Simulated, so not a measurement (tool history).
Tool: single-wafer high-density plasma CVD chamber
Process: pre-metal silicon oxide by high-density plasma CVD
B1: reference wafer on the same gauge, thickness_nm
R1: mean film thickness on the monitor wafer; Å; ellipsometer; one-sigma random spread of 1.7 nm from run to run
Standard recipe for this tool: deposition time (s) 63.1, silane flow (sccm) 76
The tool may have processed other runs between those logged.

{"run": 1, "hour": 0.0, "deposition time (s)": 63.1, "silane flow (sccm)": 76, "B1": 534.652, "R1": 4943.26}
{"run": 2, "hour": 64.4, "deposition time (s)": 63.1, "silane flow (sccm)": 76, "B1": 534.973, "R1": 5004.78}
{"run": 3, "hour": 113.2, "deposition time (s)": 63.1, "silane flow (sccm)": 76, "B1": 535.947, "R1": 4958.03}
{"run": 4, "hour": 137.6, "deposition time (s)": 63.1, "silane flow (sccm)": 76, "B1": 534.574, "R1": 4985.6}
{"run": 5, "hour": 204.4, "deposition time (s)": 63.1, "silane flow (sccm)": 64, "B1": 535.274, "R1": 4348.37}
{"run": 6, "hour": 271.3, "deposition time (s)": 63.1, "silane flow (sccm)": 64, "B1": 535.273, "R1": 4353.02}
{"run": 7, "hour": 327.7, "deposition time (s)": 63.1, "silane flow (sccm)": 64, "B1": 535.068, "R1": 4359.39}
{"run": 8, "hour": 384.7, "deposition time (s)": 63.1, "silane flow (sccm)": 76, "B1": 534.714, "R1": 4994.1}
{"run": 9, "hour": 593.5, "deposition time (s)": 63.1, "silane flow (sccm)": 76, "B1": 535.4, "R1": 5021.99}
{"run": 10, "hour": 781.6, "deposition time (s)": 63.1, "silane flow (sccm)": 76, "B1": 534.953, "R1": 5052.23}
{"run": 11, "hour": 819.7, "deposition time (s)": 63.1, "silane flow (sccm)": 76, "B1": 534.356, "R1": 5036.62}
{"run": 12, "hour": 886.6, "deposition time (s)": 63.1, "silane flow (sccm)": 76, "B1": 534.964, "R1": 5049.07}
{"run": 13, "hour": 936.9, "deposition time (s)": 74.7, "silane flow (sccm)": 86, "B1": 534.513, "R1": 6633.76}
{"run": 14, "hour": 966.4, "deposition time (s)": 63.1, "silane flow (sccm)": 66, "B1": 535.442, "R1": 4491.94}
{"run": 15, "hour": 1010.8, "deposition time (s)": 55.3, "silane flow (sccm)": 76, "B1": 536.025, "R1": 4436.32}
{"hour": 1032.4, "done": "gauge calibrated"}
{"run": 16, "hour": 1078.4, "deposition time (s)": 56.4, "silane flow (sccm)": 69, "B1": 535.044, "R1": 4179.56}
{"hour": 1121.1, "done": "silane flow controller replaced"}
{"run": 17, "hour": 1121.5, "deposition time (s)": 63.1, "silane flow (sccm)": 64, "B1": 534.894, "R1": 4279.77}
{"run": 18, "hour": 1168.2, "deposition time (s)": 56.4, "silane flow (sccm)": 69, "B1": 534.495, "R1": 4061.23}
{"run": 19, "hour": 1234.5, "deposition time (s)": 63.1, "silane flow (sccm)": 61, "B1": 534.575, "R1": 4110.73}
{"run": 20, "hour": 1276.3, "deposition time (s)": 72.5, "silane flow (sccm)": 90, "B1": 534.69, "R1": 6530.08}
{"run": 21, "hour": 1306.5, "deposition time (s)": 63.1, "silane flow (sccm)": 76, "B1": 535.574, "R1": 4925.55}
{"run": 22, "hour": 1368.0, "deposition time (s)": 68.8, "silane flow (sccm)": 89, "B1": 535.055, "R1": 6152.75}
{"run": 23, "hour": 1421.9, "deposition time (s)": 63.1, "silane flow (sccm)": 67, "B1": 533.937, "R1": 4446.23}
{"run": 24, "hour": 1470.8, "deposition time (s)": 67.2, "silane flow (sccm)": 71, "B1": 534.659, "R1": 4965.48}

Here are 5 independent what-if runs from the current tool condition. What would each one return?
{"run": "A", "hour": 1471.2, "deposition time (s)": 63.1, "silane flow (sccm)": 76, "B1": "?", "R1": "?"}
{"run": "B", "hour": 1471.2, "deposition time (s)": 52.8, "silane flow (sccm)": 76, "B1": "?", "R1": "?"}
{"run": "C", "hour": 1471.2, "deposition time (s)": 73.9, "silane flow (sccm)": 76, "B1": "?", "R1": "?"}
{"run": "D", "hour": 1471.2, "deposition time (s)": 57.6, "silane flow (sccm)": 81, "B1": "?", "R1": "?"}
{"run": "E", "hour": 1471.2, "deposition time (s)": 53.1, "silane flow (sccm)": 83, "B1": "?", "R1": "?"}

run=A B1=534.863 R1=4945.34
run=B B1=534.863 R1=4138.10
run=C B1=534.863 R1=5791.77
run=D B1=534.863 R1=4761.35
run=E B1=534.863 R1=4480.48
Had the tool no hidden state, the same runs would have come out as:
run=A R1=4915.61
run=B R1=4113.22
run=C R1=5756.95
run=D R1=4732.73
run=E R1=4453.54
